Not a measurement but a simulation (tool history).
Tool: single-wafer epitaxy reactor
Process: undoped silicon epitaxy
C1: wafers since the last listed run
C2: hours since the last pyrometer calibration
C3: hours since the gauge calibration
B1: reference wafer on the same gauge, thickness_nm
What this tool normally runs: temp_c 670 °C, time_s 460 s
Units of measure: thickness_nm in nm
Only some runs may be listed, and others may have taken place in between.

run 1 hour=0 | temp_c=678 time_s=460 | C1=0 C2=1507.9 C3=836.8 | B1=141.032 | thickness_nm=143.939
run 2 hour=68 | temp_c=678 time_s=460 | C1=216 C2=1575.9 C3=904.8 | B1=140.914 | thickness_nm=144.676
run 3 hour=104.9 | temp_c=678 time_s=460 | C1=117 C2=1612.8 C3=941.7 | B1=140.979 | thickness_nm=144.369
run 4 hour=139.6 | temp_c=670 time_s=511 | C1=110 C2=1647.5 C3=976.4 | B1=141.122 | thickness_nm=138.779
run 5 hour=177.1 | temp_c=670 time_s=460 | C1=119 C2=1685 C3=1013.9 | B1=140.992 | thickness_nm=124.496
run 6 hour=235.2 | temp_c=670 time_s=460 | C1=185 C2=1743.1 C3=1072 | B1=140.983 | thickness_nm=125.786
run 7 hour=270.1 | temp_c=670 time_s=513 | C1=111 C2=1778 C3=1106.9 | B1=140.868 | thickness_nm=138.466
run 8 hour=328.6 | temp_c=670 time_s=407 | C1=186 C2=1836.5 C3=1165.4 | B1=140.993 | thickness_nm=110.236
run 9 hour=379.8 | temp_c=670 time_s=407 | C1=163 C2=1887.7 C3=1216.6 | B1=140.946 | thickness_nm=110.846
run 10 hour=428.3 | temp_c=670 time_s=407 | C1=154 C2=1936.2 C3=1265.1 | B1=141.113 | thickness_nm=110.633
run 11 hour=478.7 | temp_c=670 time_s=460 | C1=160 C2=1986.6 C3=1315.5 | B1=140.925 | thickness_nm=125.012
run 12 hour=502.8 | temp_c=670 time_s=460 | C1=76 C2=2010.7 C3=1339.6 | B1=140.968 | thickness_nm=125.094
run 13 hour=559.2 | temp_c=670 time_s=460 | C1=179 C2=2067.1 C3=1396 | B1=140.972 | thickness_nm=125.096
run 14 hour=625.1 | temp_c=670 time_s=460 | C1=210 C2=2133 C3=1461.9 | B1=141.04 | thickness_nm=124.815
run 15 hour=678.2 | temp_c=670 time_s=460 | C1=169 C2=2186.1 C3=1515 | B1=140.981 | thickness_nm=124.403
run 16 hour=709.9 | temp_c=670 time_s=460 | C1=101 C2=2217.8 C3=1546.7 | B1=140.933 | thickness_nm=125.147
-- hour=861.4 pyrometer calibrated
run 17 hour=875.5 | temp_c=670 time_s=460 | C1=502 C2=14.1 C3=1712.3 | B1=141.057 | thickness_nm=126.64
run 18 hour=905.6 | temp_c=680 time_s=460 | C1=95 C2=44.2 C3=1742.4 | B1=141.061 | thickness_nm=151.635
run 19 hour=953.1 | temp_c=680 time_s=460 | C1=151 C2=91.7 C3=1789.9 | B1=140.902 | thickness_nm=151.686
run 20 hour=987.3 | temp_c=680 time_s=460 | C1=109 C2=125.9 C3=1824.1 | B1=140.989 | thickness_nm=150.827
run 21 hour=1037.1 | temp_c=670 time_s=460 | C1=158 C2=175.7 C3=1873.9 | B1=141.044 | thickness_nm=125.99
run 22 hour=1069.2 | temp_c=663 time_s=550 | C1=102 C2=207.8 C3=1906 | B1=141.141 | thickness_nm=132.777
run 23 hour=1117.4 | temp_c=674 time_s=428 | C1=153 C2=256 C3=1954.2 | B1=140.991 | thickness_nm=126.529
run 24 hour=1171.4 | temp_c=658 time_s=460 | C1=172 C2=310 C3=2008.2 | B1=140.953 | thickness_nm=101.975
run 25 hour=1241.7 | temp_c=670 time_s=402 | C1=224 C2=380.3 C3=2078.5 | B1=140.868 | thickness_nm=110.934
run 26 hour=1270.5 | temp_c=683 time_s=510 | C1=91 C2=409.1 C3=2107.3 | B1=140.983 | thickness_nm=178.402
run 27 hour=1311.4 | temp_c=670 time_s=460 | C1=130 C2=450 C3=2148.2 | B1=141.046 | thickness_nm=126.759
run 28 hour=1368.5 | temp_c=670 time_s=418 | C1=182 C2=507.1 C3=2205.3 | B1=140.98 | thickness_nm=115.401
-- hour=1431.1 pyrometer calibrated, repeated, since the last time left the tool worse
run 29 hour=1431.6 | temp_c=670 time_s=532 | C1=175 C2=0.5 C3=2268.4 | B1=140.977 | thickness_nm=142.82
run 30 hour=1478.3 | temp_c=670 time_s=513 | C1=148 C2=47.2 C3=2315.1 | B1=141.057 | thickness_nm=137.723
run 31 hour=1541.8 | temp_c=670 time_s=460 | C1=202 C2=110.7 C3=2378.6 | B1=140.984 | thickness_nm=123.477
-- hour=1601.6 gauge calibrated
run 32 hour=1613.2 | temp_c=655 time_s=534 | C1=227 C2=182.1 C3=11.6 | B1=141.084 | thickness_nm=107.985
run 33 hour=1757.7 | temp_c=662 time_s=500 | C1=460 C2=326.6 C3=156.1 | B1=141.013 | thickness_nm=117.041
run 34 hour=1783.1 | temp_c=678 time_s=531 | C1=80 C2=352 C3=181.5 | B1=140.955 | thickness_nm=166.125
run 35 hour=1807.7 | temp_c=678 time_s=516 | C1=78 C2=376.6 C3=206.1 | B1=141.125 | thickness_nm=160.964
run 36 hour=1856 | temp_c=684 time_s=419 | C1=153 C2=424.9 C3=254.4 | B1=141.015 | thickness_nm=145.839
run 37 hour=1924.9 | temp_c=657 time_s=502 | C1=219 C2=493.8 C3=323.3 | B1=140.911 | thickness_nm=106.13
run 38 hour=1950.6 | temp_c=679 time_s=460 | C1=81 C2=519.5 C3=349 | B1=140.956 | thickness_nm=145.962
run 39 hour=2009.3 | temp_c=683 time_s=434 | C1=187 C2=578.2 C3=407.7 | B1=140.944 | thickness_nm=148.148
run 40 hour=2059.6 | temp_c=657 time_s=374 | C1=160 C2=628.5 C3=458 | B1=140.914 | thickness_nm=79.273
run 41 hour=2084.9 | temp_c=679 time_s=374 | C1=80 C2=653.8 C3=483.3 | B1=141.057 | thickness_nm=119.283
run 42 hour=2154.8 | temp_c=681 time_s=460 | C1=222 C2=723.7 C3=553.2 | B1=140.968 | thickness_nm=151.94
run 43 hour=2201 | temp_c=679 time_s=540 | C1=147 C2=769.9 C3=599.4 | B1=141.055 | thickness_nm=172.305
run 44 hour=2229 | temp_c=665 time_s=511 | C1=89 C2=797.9 C3=627.4 | B1=141.009 | thickness_nm=126.215
run 45 hour=2272.9 | temp_c=670 time_s=460 | C1=139 C2=841.8 C3=671.3 | B1=140.939 | thickness_nm=124.115

Table of differences, measured result less the result of that run with no hidden state. Run-to-run variation is the same in both. Gauge scatter possibly is not:
The hidden state here: wafer temperature above the value expected at the setpoint (K); gauge reads high (%).
run=1 thickness_nm=+1.771
run=2 thickness_nm=+1.808
run=3 thickness_nm=+1.817
run=4 thickness_nm=+1.785
run=5 thickness_nm=+1.613
run=6 thickness_nm=+1.646
run=7 thickness_nm=+1.823
run=8 thickness_nm=+1.465
run=9 thickness_nm=+1.483
run=10 thickness_nm=+1.49
run=11 thickness_nm=+1.694
run=12 thickness_nm=+1.7
run=13 thickness_nm=+1.71
run=14 thickness_nm=+1.718
run=15 thickness_nm=+1.722
run=16 thickness_nm=+1.737
run=17 thickness_nm=+3.184
run=18 thickness_nm=+3.823
run=19 thickness_nm=+3.944
run=20 thickness_nm=+4.002
run=21 thickness_nm=+3.501
run=22 thickness_nm=+3.799
run=23 thickness_nm=+3.632
run=24 thickness_nm=+3.087
run=25 thickness_nm=+3.378
run=26 thickness_nm=+5.361
run=27 thickness_nm=+3.957
run=28 thickness_nm=+3.669
run=29 thickness_nm=+0.091
run=30 thickness_nm=+0.205
run=31 thickness_nm=+0.318
run=32 thickness_nm=+0.41
run=33 thickness_nm=+0.675
run=34 thickness_nm=+0.981
run=35 thickness_nm=+0.998
run=36 thickness_nm=+0.973
run=37 thickness_nm=+0.825
run=38 thickness_nm=+1.125
run=39 thickness_nm=+1.215
run=40 thickness_nm=+0.719
run=41 thickness_nm=+1.063
run=42 thickness_nm=+1.433
run=43 thickness_nm=+1.69
run=44 thickness_nm=+1.296
run=45 thickness_nm=+1.3
